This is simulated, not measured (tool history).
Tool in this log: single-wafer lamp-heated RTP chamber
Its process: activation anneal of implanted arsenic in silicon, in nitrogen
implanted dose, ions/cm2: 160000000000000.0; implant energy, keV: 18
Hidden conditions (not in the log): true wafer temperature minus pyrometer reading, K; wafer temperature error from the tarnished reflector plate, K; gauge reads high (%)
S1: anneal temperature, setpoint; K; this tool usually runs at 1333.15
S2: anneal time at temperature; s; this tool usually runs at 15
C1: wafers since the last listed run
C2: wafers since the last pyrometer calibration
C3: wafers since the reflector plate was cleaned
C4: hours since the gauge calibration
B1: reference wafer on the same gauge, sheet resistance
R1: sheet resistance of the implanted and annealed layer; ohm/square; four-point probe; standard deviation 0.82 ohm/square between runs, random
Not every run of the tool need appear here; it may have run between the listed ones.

run   hour       S1  S2    C1    C2    C3     C4      B1      R1
  1      0  1323.15  15     0  2217  1023  531.9  575.28  545.18
      13.4  -- pyrometer window cleaned and pyrometer calibrated
      38.7  -- gauge calibrated
  2   47.5  1323.15  15   404   349  1427    8.8  575.25  545.01
  3  134.4  1323.15  15   890  1240  2318   95.7   575.2  544.74
     224.7  -- pyrometer window cleaned and pyrometer calibrated
       287  -- reflector plate cleaned
  4  364.5  1333.15   8  2194  1350   793  325.8  574.52  548.69
  5  412.2  1333.15   8   488  1839  1282  373.5  575.14  548.28
     460.9  -- pyrometer window cleaned and pyrometer calibrated
  6  471.5  1333.15   8   525   108  1808  432.8  575.06  552.18
  7  550.9  1333.15  15   813   922  2622  512.2  574.74  544.75
  8  601.6  1341.15  23   519  1441  3141  562.9  574.91  534.96
     655.3  -- pyrometer window cleaned and pyrometer calibrated
  9  682.5  1359.15  12   747   278  3888  643.8  574.99  539.76
     725.7  -- gauge calibrated
     738.3  -- reflector plate cleaned
 10  777.7  1333.15  15   893  1172   404     52  575.23  543.61
 11  859.8  1323.15  10   841  2013  1245  134.1  575.25  549.86
     885.4  -- pyrometer window cleaned and pyrometer calibrated
 12  948.7  1333.15   8   829   648  2074    223  574.94  550.12
 13  995.9  1314.15  23   483  1132  2558  270.2  574.92   542.9
 14   1082  1320.15  21   882  2014  3440  356.3  574.88  542.44

For some of the steps in R1 from one run to the next: how much would appear even if the tool had no hidden state, given the settings, what came in and random variation, and how much remains for the hidden state plus any gauge scatter that the measured result and the result without hidden state don't share?
Run 7 -> 8: S1 1333.15 -> 1341.15, S2 15 -> 23. R1 -9.79 ohm/square: hidden state -1.65, all else -8.14.
Run 8 -> 9: S1 1341.15 -> 1359.15, S2 23 -> 12, pyrometer window cleaned and pyrometer calibrated. R1 +4.8 ohm/square: hidden state +2.22, all else +2.58.
